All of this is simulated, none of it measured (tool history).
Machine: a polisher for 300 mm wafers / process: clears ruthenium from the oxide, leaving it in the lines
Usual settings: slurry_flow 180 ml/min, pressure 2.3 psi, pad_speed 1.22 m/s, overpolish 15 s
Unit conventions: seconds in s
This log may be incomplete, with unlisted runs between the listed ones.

run   hour  slurry_flow  pressure  pad_speed  overpolish  incoming thickness of the incoming film, nm  seconds
  1    0.0          180       2.3       1.22          19                                        140.3     75.5
  2   31.1          180       2.3       1.22          15                                        138.2     76.6
  3   56.4          180       2.3       1.22          15                                        139.8     79.5
      80.2  -- worn pad replaced by a new one
  4   98.8          180       2.3       1.22          15                                        142.0     77.5
     131.0  -- head pressure recalibrated
  5  160.0          180       2.3       1.22          15                                        140.7     75.5
  6  187.9          180       2.3       1.22          15                                        140.9     78.9
     278.1  -- worn pad replaced by a new one
  7  327.5          180       2.3       1.22          15                                        138.8     78.1
  8  358.2          180       2.3       0.90          15                                        138.6    106.5
  9  405.6          180       2.3       0.90          15                                        139.7    113.9
 10  438.4          180       2.3       0.90          15                                        138.4    115.6
     458.2  -- head pressure recalibrated
     466.2  -- worn pad replaced by a new one
 11  466.7          180       2.3       0.82          15                                        142.0    116.7
 12  493.9          210       1.8       1.38           7                                        140.0     78.8
 13  560.0          180       2.3       1.22          15                                        141.2     82.6
 14  599.1          180       2.3       0.94          15                                        141.7    111.4
     626.5  -- worn pad replaced by a new one
 15  649.8          165       2.3       1.22          15                                        138.9     78.7
     665.5  -- slurry nozzle cleaned
 16  678.6          180       2.3       1.22          11                                        140.2     78.0
 17  721.4          180       2.3       0.90          15                                        140.7    108.4
     763.3  -- head pressure recalibrated
 18  781.3          240       2.3       1.22          15                                        137.2     79.4
 19  812.7          180       1.8       1.22          15                                        141.3    101.2
     818.7  -- worn pad replaced by a new one
 20  861.2          180       2.3       1.22          15                                        139.1     75.0

Selected run-to-run steps in seconds, each split into two signed amounts: the part the tool would show with no hidden state at all (from settings, incoming material and random variation), and the remainder, which goes to the hidden state together with any gauge scatter not common to the measured and the hidden-state-free results:
The hidden state here: removal rate lost through wear of the pad, %; slurry flow missing at the pad, %; deviation of the head's pressure from its setpoint, %.
Run 10 -> 11: pad_speed 0.90 -> 0.82, head pressure recalibrated, worn pad replaced by a new one. seconds +1.1 s: hidden state -12.1, all else +13.2.
Run 11 -> 12: slurry_flow 180 -> 210, pressure 2.3 -> 1.8, pad_speed 0.82 -> 1.38, overpolish 15 -> 7. seconds -37.9 s: hidden state -1.3, all else -36.6.
Run 14 -> 15: slurry_flow 180 -> 165, pad_speed 0.94 -> 1.22, worn pad replaced by a new one. seconds -32.7 s: hidden state -7.4, all else -25.3.
Run 19 -> 20: pressure 1.8 -> 2.3, worn pad replaced by a new one. seconds -26.2 s: hidden state -13.1, all else -13.1.
